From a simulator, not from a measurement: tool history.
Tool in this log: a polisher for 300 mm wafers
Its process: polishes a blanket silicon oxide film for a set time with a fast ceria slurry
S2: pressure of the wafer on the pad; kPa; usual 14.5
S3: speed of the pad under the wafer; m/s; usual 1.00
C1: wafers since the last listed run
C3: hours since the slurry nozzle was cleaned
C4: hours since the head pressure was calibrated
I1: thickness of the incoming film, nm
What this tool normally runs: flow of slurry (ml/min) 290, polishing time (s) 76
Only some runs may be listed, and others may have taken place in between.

run 1 hour=0.0 | flow_of_slurry_(ml/min)=290 S2=13.8 S3=1.00 polishing_time_(s)=76 | C1=0 wafers_polished_on_this_pad=3201 C3=143.1 C4=397.3 | I1=2581.4 | film_removed_(nm)=929.3
-- hour=78.6 worn pad replaced by a new one
run 2 hour=103.8 | flow_of_slurry_(ml/min)=290 S2=14.5 S3=1.00 polishing_time_(s)=86 | C1=1159 wafers_polished_on_this_pad=292 C3=246.9 C4=501.1 | I1=2587.6 | film_removed_(nm)=1149.1
run 3 hour=186.2 | flow_of_slurry_(ml/min)=290 S2=14.5 S3=1.00 polishing_time_(s)=86 | C1=956 wafers_polished_on_this_pad=1249 C3=329.3 C4=583.5 | I1=2594.1 | film_removed_(nm)=1113.7
-- hour=194.2 head pressure recalibrated
run 4 hour=270.7 | flow_of_slurry_(ml/min)=355 S2=14.5 S3=1.00 polishing_time_(s)=76 | C1=958 wafers_polished_on_this_pad=2207 C3=413.8 C4=76.5 | I1=2522.8 | film_removed_(nm)=1025.2
run 5 hour=373.3 | flow_of_slurry_(ml/min)=355 S2=14.5 S3=1.00 polishing_time_(s)=76 | C1=1191 wafers_polished_on_this_pad=3398 C3=516.4 C4=179.1 | I1=2579.3 | film_removed_(nm)=1011.2
-- hour=415.4 worn pad replaced by a new one
run 6 hour=453.1 | flow_of_slurry_(ml/min)=290 S2=14.5 S3=1.00 polishing_time_(s)=76 | C1=880 wafers_polished_on_this_pad=437 C3=596.2 C4=258.9 | I1=2558.4 | film_removed_(nm)=1042.5
run 7 hour=549.6 | flow_of_slurry_(ml/min)=290 S2=14.5 S3=1.00 polishing_time_(s)=76 | C1=1120 wafers_polished_on_this_pad=1558 C3=692.7 C4=355.4 | I1=2550.4 | film_removed_(nm)=995.4
run 8 hour=597.7 | flow_of_slurry_(ml/min)=290 S2=14.5 S3=1.00 polishing_time_(s)=76 | C1=558 wafers_polished_on_this_pad=2116 C3=740.8 C4=403.5 | I1=2555.9 | film_removed_(nm)=999.6
run 9 hour=649.7 | flow_of_slurry_(ml/min)=290 S2=14.5 S3=1.00 polishing_time_(s)=76 | C1=603 wafers_polished_on_this_pad=2720 C3=792.8 C4=455.5 | I1=2578.5 | film_removed_(nm)=973.8
-- hour=712.9 head pressure recalibrated
run 10 hour=748.0 | flow_of_slurry_(ml/min)=290 S2=14.5 S3=1.00 polishing_time_(s)=76 | C1=1118 wafers_polished_on_this_pad=3839 C3=891.1 C4=35.1 | I1=2571.8 | film_removed_(nm)=987.8
-- hour=752.8 slurry nozzle cleaned
run 11 hour=826.4 | flow_of_slurry_(ml/min)=290 S2=12.4 S3=1.00 polishing_time_(s)=57 | C1=898 wafers_polished_on_this_pad=4738 C3=73.6 C4=113.5 | I1=2528.2 | film_removed_(nm)=624.0
-- hour=838.2 worn pad replaced by a new one
run 12 hour=917.7 | flow_of_slurry_(ml/min)=290 S2=14.5 S3=1.00 polishing_time_(s)=76 | C1=1013 wafers_polished_on_this_pad=923 C3=164.9 C4=204.8 | I1=2558.8 | film_removed_(nm)=1001.2
run 13 hour=993.2 | flow_of_slurry_(ml/min)=290 S2=14.5 S3=1.00 polishing_time_(s)=76 | C1=876 wafers_polished_on_this_pad=1800 C3=240.4 C4=280.3 | I1=2592.0 | film_removed_(nm)=994.1
run 14 hour=1069.1 | flow_of_slurry_(ml/min)=290 S2=14.5 S3=1.00 polishing_time_(s)=76 | C1=881 wafers_polished_on_this_pad=2682 C3=316.3 C4=356.2 | I1=2533.2 | film_removed_(nm)=974.3
run 15 hour=1126.6 | flow_of_slurry_(ml/min)=290 S2=13.1 S3=0.68 polishing_time_(s)=49 | C1=667 wafers_polished_on_this_pad=3349 C3=373.8 C4=413.7 | I1=2593.3 | film_removed_(nm)=379.4
-- hour=1166.7 worn pad replaced by a new one
run 16 hour=1183.8 | flow_of_slurry_(ml/min)=290 S2=14.5 S3=1.00 polishing_time_(s)=76 | C1=617 wafers_polished_on_this_pad=198 C3=431.0 C4=470.9 | I1=2581.0 | film_removed_(nm)=981.7
run 17 hour=1257.7 | flow_of_slurry_(ml/min)=385 S2=14.5 S3=0.90 polishing_time_(s)=87 | C1=858 wafers_polished_on_this_pad=1056 C3=504.9 C4=544.8 | I1=2599.4 | film_removed_(nm)=1020.2
-- hour=1330.6 head pressure recalibrated
run 18 hour=1338.3 | flow_of_slurry_(ml/min)=195 S2=15.9 S3=1.24 polishing_time_(s)=89 | C1=912 wafers_polished_on_this_pad=1969 C3=585.5 C4=7.7 | I1=2555.7 | film_removed_(nm)=1529.5
run 19 hour=1377.1 | flow_of_slurry_(ml/min)=290 S2=13.8 S3=1.00 polishing_time_(s)=76 | C1=450 wafers_polished_on_this_pad=2420 C3=624.3 C4=46.5 | I1=2556.7 | film_removed_(nm)=949.8
run 20 hour=1455.1 | flow_of_slurry_(ml/min)=290 S2=18.6 S3=1.00 polishing_time_(s)=76 | C1=905 wafers_polished_on_this_pad=3326 C3=702.3 C4=124.5 | I1=2541.2 | film_removed_(nm)=1259.3
run 21 hour=1551.0 | flow_of_slurry_(ml/min)=350 S2=14.5 S3=0.74 polishing_time_(s)=49 | C1=1113 wafers_polished_on_this_pad=4439 C3=798.2 C4=220.4 | I1=2536.6 | film_removed_(nm)=464.2
-- hour=1563.1 worn pad replaced by a new one
run 22 hour=1628.6 | flow_of_slurry_(ml/min)=195 S2=14.5 S3=1.26 polishing_time_(s)=95 | C1=854 wafers_polished_on_this_pad=760 C3=875.8 C4=298.0 | I1=2581.4 | film_removed_(nm)=1516.3
-- hour=1637.7 slurry nozzle cleaned
run 23 hour=1695.7 | flow_of_slurry_(ml/min)=200 S2=14.5 S3=1.00 polishing_time_(s)=76 | C1=767 wafers_polished_on_this_pad=1528 C3=58.0 C4=365.1 | I1=2553.0 | film_removed_(nm)=951.7
run 24 hour=1733.0 | flow_of_slurry_(ml/min)=290 S2=15.9 S3=0.80 polishing_time_(s)=76 | C1=433 wafers_polished_on_this_pad=1961 C3=95.3 C4=402.4 | I1=2580.9 | film_removed_(nm)=861.1
run 25 hour=1830.9 | flow_of_slurry_(ml/min)=290 S2=14.5 S3=0.90 polishing_time_(s)=64 | C1=1137 wafers_polished_on_this_pad=3098 C3=193.2 C4=500.3 | I1=2514.6 | film_removed_(nm)=709.0
run 26 hour=1874.9 | flow_of_slurry_(ml/min)=290 S2=14.5 S3=1.00 polishing_time_(s)=76 | C1=511 wafers_polished_on_this_pad=3609 C3=237.2 C4=544.3 | I1=2569.4 | film_removed_(nm)=936.4
-- hour=1916.7 head pressure recalibrated
run 27 hour=1929.8 | flow_of_slurry_(ml/min)=290 S2=17.9 S3=1.00 polishing_time_(s)=69 | C1=614 wafers_polished_on_this_pad=4223 C3=292.1 C4=13.1 | I1=2604.8 | film_removed_(nm)=1093.5

Each row is a separate what-if for the run after 27, all from the same tool condition, not one after another. Results?
run A hour=1930.2 | flow_of_slurry_(ml/min)=290 S2=14.5 S3=1.00 polishing_time_(s)=93 | C1=4 wafers_polished_on_this_pad=4228 C3=292.5 C4=13.5 | I1=2578.4 | film_removed_(nm)=?
run B hour=1930.2 | flow_of_slurry_(ml/min)=210 S2=14.5 S3=1.00 polishing_time_(s)=76 | C1=4 wafers_polished_on_this_pad=4228 C3=292.5 C4=13.5 | I1=2578.4 | film_removed_(nm)=?
run C hour=1930.2 | flow_of_slurry_(ml/min)=290 S2=14.5 S3=1.34 polishing_time_(s)=56 | C1=4 wafers_polished_on_this_pad=4228 C3=292.5 C4=13.5 | I1=2578.4 | film_removed_(nm)=?
run D hour=1930.2 | flow_of_slurry_(ml/min)=290 S2=11.0 S3=1.00 polishing_time_(s)=67 | C1=4 wafers_polished_on_this_pad=4228 C3=292.5 C4=13.5 | I1=2578.4 | film_removed_(nm)=?

run=A film_removed_(nm)=1190.1
run=B film_removed_(nm)=939.0
run=C film_removed_(nm)=960.3
run=D film_removed_(nm)=653.2
What these runs would have given with no unlogged condition in the tool:
run=A film_removed_(nm)=1284.5
run=B film_removed_(nm)=1013.4
run=C film_removed_(nm)=1036.4
run=D film_removed_(nm)=705.0
